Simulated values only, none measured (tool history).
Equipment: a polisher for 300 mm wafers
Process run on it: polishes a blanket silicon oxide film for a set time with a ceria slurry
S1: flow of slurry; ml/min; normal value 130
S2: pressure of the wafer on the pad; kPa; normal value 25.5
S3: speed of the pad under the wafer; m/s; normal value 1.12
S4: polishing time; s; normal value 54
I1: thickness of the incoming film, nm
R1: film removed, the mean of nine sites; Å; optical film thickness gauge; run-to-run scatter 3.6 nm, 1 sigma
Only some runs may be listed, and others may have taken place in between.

| run | hour | S1 | S2 | S3 | S4 | I1 | R1 |
|---|---|---|---|---|---|---|---|
| 1 | 0.0 | 130 | 25.5 | 1.12 | 54 | 1249.0 | 2568 |
| 2 | 11.5 | 130 | 25.5 | 1.12 | 54 | 1242.2 | 2575 |
| 3 | 19.5 | 130 | 25.5 | 1.12 | 54 | 1219.6 | 2568 |
| 4 | 35.9 | 130 | 25.5 | 1.12 | 54 | 1254.5 | 2538 |
|  | 47.6 | worn pad replaced by a new one |
| 5 | 48.1 | 130 | 25.5 | 1.12 | 54 | 1242.3 | 2623 |
| 6 | 56.1 | 115 | 25.5 | 1.12 | 54 | 1221.5 | 2499 |
| 7 | 68.9 | 115 | 25.5 | 1.12 | 54 | 1249.8 | 2407 |
| 8 | 82.4 | 115 | 25.5 | 1.12 | 54 | 1232.4 | 2431 |
| 9 | 99.8 | 130 | 22.1 | 1.12 | 54 | 1223.2 | 2215 |
| 10 | 111.0 | 130 | 22.1 | 1.12 | 54 | 1236.9 | 2207 |
|  | 128.2 | worn pad replaced by a new one |
| 11 | 128.7 | 130 | 22.1 | 1.12 | 54 | 1239.3 | 2209 |
| 12 | 131.0 | 130 | 31.0 | 1.12 | 54 | 1253.5 | 2851 |
|  | 140.5 | slurry nozzle cleaned |
| 13 | 148.0 | 130 | 25.5 | 1.12 | 60 | 1248.8 | 2334 |
| 14 | 156.8 | 105 | 25.5 | 1.46 | 54 | 1248.0 | 2422 |
| 15 | 171.7 | 130 | 22.8 | 1.28 | 38 | 1251.8 | 1590 |
| 16 | 177.7 | 130 | 25.5 | 1.12 | 54 | 1238.4 | 2110 |
| 17 | 185.5 | 130 | 25.5 | 1.12 | 54 | 1237.3 | 2084 |
|  | 198.2 | head pressure recalibrated |
|  | 201.7 | worn pad replaced by a new one |
| 18 | 205.2 | 150 | 20.7 | 1.24 | 45 | 1243.9 | 1773 |
| 19 | 213.3 | 170 | 18.6 | 1.12 | 54 | 1234.4 | 1837 |
|  | 217.0 | slurry nozzle cleaned, repeated, since the last time left the tool worse |
| 20 | 224.3 | 150 | 16.5 | 1.12 | 45 | 1219.9 | 1739 |
| 21 | 238.7 | 130 | 30.3 | 1.12 | 69 | 1255.9 | 3901 |
| 22 | 248.1 | 115 | 25.5 | 1.12 | 40 | 1244.0 | 1962 |
| 23 | 264.9 | 130 | 25.5 | 1.12 | 54 | 1240.2 | 2664 |
|  | 286.8 | worn pad replaced by a new one |
| 24 | 287.3 | 160 | 25.5 | 1.12 | 60 | 1240.3 | 3143 |
| 25 | 304.7 | 115 | 25.5 | 1.12 | 64 | 1240.4 | 3086 |
| 26 | 315.8 | 130 | 25.5 | 1.34 | 54 | 1224.7 | 3200 |
| 27 | 345.0 | 165 | 31.0 | 0.74 | 54 | 1224.2 | 2128 |

Below are 5 alternative next runs, each starting from the tool's condition after run 27. Predict each:
| A | 345.4 | 130 | 25.5 | 1.12 | 54 | 1226.1 | ? |
| B | 345.4 | 105 | 17.9 | 0.86 | 54 | 1226.1 | ? |
| C | 345.4 | 130 | 25.5 | 1.12 | 70 | 1226.1 | ? |
| D | 345.4 | 170 | 25.5 | 1.12 | 41 | 1226.1 | ? |
| E | 345.4 | 85 | 16.5 | 0.76 | 39 | 1226.1 | ? |

| run | R1 |
|---|---|
| A | 2719 |
| B | 1557 |
| C | 3525 |
| D | 2174 |
| E | 883 |
The same runs, with their run-to-run variation unchanged, on a tool lacking any hidden condition would have given:
| run | R1 |
|---|---|
| A | 2736 |
| B | 1570 |
| C | 3547 |
| D | 2185 |
| E | 892 |

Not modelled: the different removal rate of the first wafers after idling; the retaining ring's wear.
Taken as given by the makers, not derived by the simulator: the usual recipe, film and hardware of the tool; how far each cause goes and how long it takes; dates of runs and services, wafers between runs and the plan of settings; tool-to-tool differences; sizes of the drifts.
